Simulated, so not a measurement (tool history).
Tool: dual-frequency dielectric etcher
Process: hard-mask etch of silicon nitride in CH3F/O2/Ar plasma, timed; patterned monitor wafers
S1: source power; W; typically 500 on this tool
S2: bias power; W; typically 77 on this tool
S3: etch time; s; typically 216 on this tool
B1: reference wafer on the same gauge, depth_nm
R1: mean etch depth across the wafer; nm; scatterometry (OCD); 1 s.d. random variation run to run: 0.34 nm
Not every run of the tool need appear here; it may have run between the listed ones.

| run | hour | S1 | S2 | S3 | B1 | R1 |
|---|---|---|---|---|---|---|
| 1 | 0 | 500 | 77 | 216 | 178.1 | 160.8 |
| 2 | 21.9 | 500 | 77 | 216 | 178 | 160.8 |
| 3 | 40.7 | 500 | 77 | 216 | 177.9 | 160.5 |
| 4 | 60 | 500 | 77 | 216 | 178.1 | 160.8 |
| 5 | 93.5 | 500 | 77 | 216 | 178 | 160.2 |
| 6 | 128.4 | 500 | 77 | 216 | 178.1 | 160.2 |
| 7 | 149.8 | 500 | 77 | 216 | 178.1 | 160.3 |
| 8 | 192.4 | 500 | 77 | 216 | 178.1 | 160 |
| 9 | 212.9 | 500 | 77 | 216 | 178.2 | 159.7 |
| 10 | 232.8 | 500 | 77 | 216 | 177.9 | 159.4 |
| 11 | 258.4 | 500 | 77 | 216 | 178.1 | 160 |
| 12 | 273.1 | 500 | 77 | 216 | 178 | 159.1 |
|  | 285.5 | source power generator calibrated |
|  | 307.2 | gauge calibrated |
|  | 318.7 | wet clean of the chamber |
|  | 359.8 | bias power generator calibrated |
| 13 | 360.3 | 600 | 84 | 162 | 177.9 | 129.3 |
| 14 | 376.8 | 460 | 86 | 216 | 178.1 | 160.8 |
| 15 | 407.4 | 500 | 72 | 195.5 | 177.9 | 143.5 |
| 16 | 428.9 | 600 | 88 | 279 | 178 | 225.7 |
|  | 471.7 | upper electrode replaced |
| 17 | 472.2 | 580 | 70 | 216 | 178 | 165 |
| 18 | 472.6 | 600 | 77 | 184 | 178.1 | 144.5 |
| 19 | 478.9 | 590 | 77 | 271.5 | 178.1 | 212.3 |
| 20 | 515.3 | 500 | 77 | 216 | 177.9 | 160.5 |
| 21 | 528.2 | 500 | 71 | 216 | 177.9 | 158.1 |
| 22 | 560.6 | 450 | 77 | 252 | 177.9 | 180.6 |
| 23 | 589.3 | 540 | 77 | 266 | 178 | 200.3 |
| 24 | 617.7 | 580 | 70 | 216 | 178.1 | 163.9 |
| 25 | 636.8 | 500 | 77 | 216 | 178 | 158.9 |
| 26 | 656.8 | 500 | 77 | 216 | 178 | 159.1 |
| 27 | 692.4 | 500 | 77 | 216 | 178 | 159.3 |
|  | 732.1 | wet clean of the chamber |
| 28 | 732.6 | 560 | 58 | 235.5 | 177.9 | 172.5 |
| 29 | 733 | 500 | 89 | 193 | 178 | 148.7 |

Here are 5 independent what-if runs from the current tool condition. What would each one return?
| A | 733.5 | 500 | 77 | 216 | ? | ? |
| B | 733.5 | 430 | 90 | 216 | ? | ? |
| C | 733.5 | 610 | 68 | 177.5 | ? | ? |
| D | 733.5 | 500 | 77 | 255.5 | ? | ? |
| E | 733.5 | 500 | 70 | 252 | ? | ? |

| run | B1 | R1 |
|---|---|---|
| A | 178.1 | 161.6 |
| B | 178.1 | 160 |
| C | 178.1 | 137.6 |
| D | 178.1 | 191.2 |
| E | 178.1 | 185 |
Had the tool no hidden state, the same runs would have come out as:
| run | R1 |
|---|---|
| A | 161.6 |
| B | 160 |
| C | 137.6 |
| D | 191.2 |
| E | 185 |

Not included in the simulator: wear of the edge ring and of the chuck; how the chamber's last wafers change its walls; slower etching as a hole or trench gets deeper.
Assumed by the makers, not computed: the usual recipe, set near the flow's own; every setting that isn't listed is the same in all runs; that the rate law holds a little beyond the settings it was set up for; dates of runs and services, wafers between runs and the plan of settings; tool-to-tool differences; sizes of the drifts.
